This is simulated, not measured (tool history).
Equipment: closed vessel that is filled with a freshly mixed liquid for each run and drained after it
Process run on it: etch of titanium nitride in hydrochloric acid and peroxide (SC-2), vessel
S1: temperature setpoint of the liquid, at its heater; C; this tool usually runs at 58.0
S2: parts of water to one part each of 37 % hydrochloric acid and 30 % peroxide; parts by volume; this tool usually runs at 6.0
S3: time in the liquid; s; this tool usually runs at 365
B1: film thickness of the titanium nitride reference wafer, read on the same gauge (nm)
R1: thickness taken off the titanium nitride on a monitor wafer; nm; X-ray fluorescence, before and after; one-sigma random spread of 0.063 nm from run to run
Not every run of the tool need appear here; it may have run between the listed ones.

{"run": 1, "day": 0.0, "S1": 58.0, "S2": 6.0, "S3": 365, "B1": 130.05, "R1": 19.77}
{"run": 2, "day": 3.0, "S1": 58.0, "S2": 6.0, "S3": 365, "B1": 130.01, "R1": 19.96}
{"day": 5.421, "done": "new drum of peroxide connected"}
{"run": 3, "day": 5.979, "S1": 58.0, "S2": 6.0, "S3": 365, "B1": 129.96, "R1": 19.96}
{"run": 4, "day": 8.942, "S1": 58.0, "S2": 6.0, "S3": 365, "B1": 130.01, "R1": 19.9}
{"run": 5, "day": 11.812, "S1": 58.0, "S2": 6.0, "S3": 365, "B1": 130.0, "R1": 19.77}
{"run": 6, "day": 14.517, "S1": 58.0, "S2": 6.0, "S3": 365, "B1": 130.01, "R1": 19.99}
{"run": 7, "day": 16.404, "S1": 58.0, "S2": 6.0, "S3": 365, "B1": 130.02, "R1": 20.07}
{"run": 8, "day": 17.788, "S1": 58.0, "S2": 6.0, "S3": 365, "B1": 130.02, "R1": 19.9}
{"run": 9, "day": 19.554, "S1": 58.0, "S2": 6.0, "S3": 365, "B1": 130.04, "R1": 19.83}
{"day": 20.388, "done": "gauge calibrated"}
{"run": 10, "day": 21.512, "S1": 58.0, "S2": 5.0, "S3": 365, "B1": 130.01, "R1": 22.88}
{"run": 11, "day": 23.521, "S1": 49.0, "S2": 5.0, "S3": 365, "B1": 129.98, "R1": 12.65}
{"day": 26.029, "done": "new drum of peroxide connected"}
{"run": 12, "day": 26.05, "S1": 67.0, "S2": 8.0, "S3": 365, "B1": 130.0, "R1": 28.09}
{"day": 28.012, "done": "thermometer replaced"}
{"run": 13, "day": 28.112, "S1": 66.5, "S2": 7.0, "S3": 290, "B1": 129.98, "R1": 24.05}
{"run": 14, "day": 30.808, "S1": 58.0, "S2": 6.0, "S3": 365, "B1": 130.0, "R1": 20.11}
{"day": 32.846, "done": "chemicals flow meter replaced"}
{"run": 15, "day": 32.967, "S1": 62.0, "S2": 5.0, "S3": 295, "B1": 129.96, "R1": 22.81}
{"run": 16, "day": 34.546, "S1": 62.0, "S2": 6.0, "S3": 365, "B1": 130.03, "R1": 24.84}
{"run": 17, "day": 36.071, "S1": 55.5, "S2": 4.5, "S3": 365, "B1": 129.98, "R1": 20.12}
{"run": 18, "day": 38.138, "S1": 58.0, "S2": 7.0, "S3": 365, "B1": 130.01, "R1": 17.07}
{"run": 19, "day": 41.108, "S1": 58.0, "S2": 7.0, "S3": 560, "B1": 130.02, "R1": 26.32}
{"run": 20, "day": 42.85, "S1": 65.5, "S2": 8.5, "S3": 430, "B1": 129.99, "R1": 27.62}
{"day": 44.633, "done": "new drum of peroxide connected"}
{"run": 21, "day": 45.238, "S1": 67.0, "S2": 8.0, "S3": 365, "B1": 129.98, "R1": 27.06}
{"run": 22, "day": 46.492, "S1": 67.0, "S2": 8.5, "S3": 365, "B1": 130.01, "R1": 25.75}
{"run": 23, "day": 48.708, "S1": 58.0, "S2": 6.0, "S3": 365, "B1": 130.02, "R1": 19.41}
{"run": 24, "day": 50.104, "S1": 49.5, "S2": 6.0, "S3": 365, "B1": 129.98, "R1": 11.16}
{"run": 25, "day": 51.5, "S1": 58.0, "S2": 4.5, "S3": 270, "B1": 130.0, "R1": 17.71}

For run 26, what comes out?
{"run": 26, "day": 54.492, "S1": 48.5, "S2": 8.5, "S3": 195, "B1": "?", "R1": "?"}

{"run 26": {"B1": 130.04, "R1": 4.3}}
If the tool had no hidden condition, the same run with the same run-to-run variation would have returned R1 4.24 nm.
